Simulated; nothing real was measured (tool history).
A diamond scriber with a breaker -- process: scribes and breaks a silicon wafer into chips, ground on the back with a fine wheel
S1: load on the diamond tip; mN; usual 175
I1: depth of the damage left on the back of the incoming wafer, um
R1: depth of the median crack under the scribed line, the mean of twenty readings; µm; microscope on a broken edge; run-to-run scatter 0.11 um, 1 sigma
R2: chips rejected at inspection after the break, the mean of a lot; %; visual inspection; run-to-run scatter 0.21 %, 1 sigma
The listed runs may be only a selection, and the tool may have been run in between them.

run,hour,S1,I1,R1,R2
1,0.0,175,1.63,6.85,9.21
2,8.6,175,1.94,6.87,10.43
3,21.7,175,1.54,6.82,9.86
4,29.7,175,2.32,6.82,11.02
5,74.7,175,2.59,6.79,12.42
6,87.2,134,1.97,6.15,17.19
7,99.1,175,1.94,6.77,10.66
8,108.0,175,2.55,6.83,12.71
9,117.0,175,2.46,6.71,11.82
10,129.2,175,2.55,6.76,12.21
11,146.9,175,1.70,6.70,10.04
# hour 152.8: diamond tip replaced by a new one, of another model than before
12,155.9,175,2.37,8.30,4.28
13,166.1,140,2.49,7.75,5.66
14,173.3,175,2.62,8.23,4.73
15,181.6,149,2.17,7.77,4.60
16,193.4,175,2.22,8.09,3.95
17,202.7,134,2.11,7.65,5.11
# hour 208.9: load on the tip recalibrated
18,211.9,204,1.57,8.27,2.56
19,221.2,148,2.22,7.74,4.97
20,235.0,175,2.90,7.95,7.02
21,247.1,157,1.86,7.65,4.14
22,264.5,142,3.00,7.55,9.70
23,280.9,136,1.99,7.35,6.94
24,291.7,199,2.37,8.09,4.72
25,332.7,124,1.54,7.16,7.03

Below, some changes in R1 between adjacent runs. For each, the amount present without the hidden state too (settings, incoming material, random variation) and the amount remaining for the hidden state with gauge scatter not shared by both compared results:
Hidden conditions of the tool in this case: share of the diamond tip's cutting effectiveness lost through wear, %; deviation of the load on the tip from its setpoint, %.
Run 6 -> 7: S1 134 -> 175. R1 +0.62 µm: hidden state -0.16, all else +0.78.
Run 11 -> 12: diamond tip replaced by a new one, of another model than before. R1 +1.60 µm: hidden state +1.45, all else +0.15.
Run 24 -> 25: S1 199 -> 124. R1 -0.93 µm: hidden state -0.05, all else -0.88.
